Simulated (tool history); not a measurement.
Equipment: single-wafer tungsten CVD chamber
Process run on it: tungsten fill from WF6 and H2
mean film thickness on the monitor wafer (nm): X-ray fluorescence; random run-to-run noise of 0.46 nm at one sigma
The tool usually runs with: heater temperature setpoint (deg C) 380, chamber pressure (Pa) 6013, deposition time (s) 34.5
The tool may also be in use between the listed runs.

run,day,heater temperature setpoint (deg C),chamber pressure (Pa),deposition time (s),"read-back reference wafer on the same gauge, thickness_nm",mean film thickness on the monitor wafer (nm)
1,0.000,384,6013,34.5,69.000,88.845
# day 1.325: gauge calibrated
2,4.112,380,6013,37.7,68.999,89.360
3,6.567,380,6013,37.7,69.070,89.676
4,10.604,380,6013,34.5,69.194,81.861
5,12.858,380,5400,36.2,69.108,81.266
6,14.438,380,6973,34.5,69.036,90.987
7,16.567,380,6693,34.5,68.911,88.549
8,20.412,380,6013,34.5,69.079,82.900
# day 21.421: capacitance manometer re-zeroed and calibrated
# day 22.404: thermocouple changed; heater temperature recalibrated
9,24.842,380,6013,34.5,68.897,79.644
10,26.367,380,6746,30.6,68.970,75.955
11,29.625,380,6013,34.5,69.065,79.319
12,32.054,380,6013,34.5,68.977,79.509
13,35.050,380,6013,30.6,69.072,71.185
# day 36.012: gauge calibrated
14,37.921,380,6013,30.6,68.956,71.235
15,41.692,380,7186,34.5,69.030,89.451
16,43.238,380,6813,41.0,68.950,103.049
# day 45.342: showerhead replaced
17,45.362,380,5346,34.5,69.011,74.411

Estimate the outcome of run 18 from the log above:
18,50.629,371,5413,28.0,?,?

read-back reference wafer on the same gauge, thickness_nm: 69.074
mean film thickness on the monitor wafer (nm): 49.953
With no hidden state in the tool, this same run would have given mean film thickness on the monitor wafer (nm) 49.715.

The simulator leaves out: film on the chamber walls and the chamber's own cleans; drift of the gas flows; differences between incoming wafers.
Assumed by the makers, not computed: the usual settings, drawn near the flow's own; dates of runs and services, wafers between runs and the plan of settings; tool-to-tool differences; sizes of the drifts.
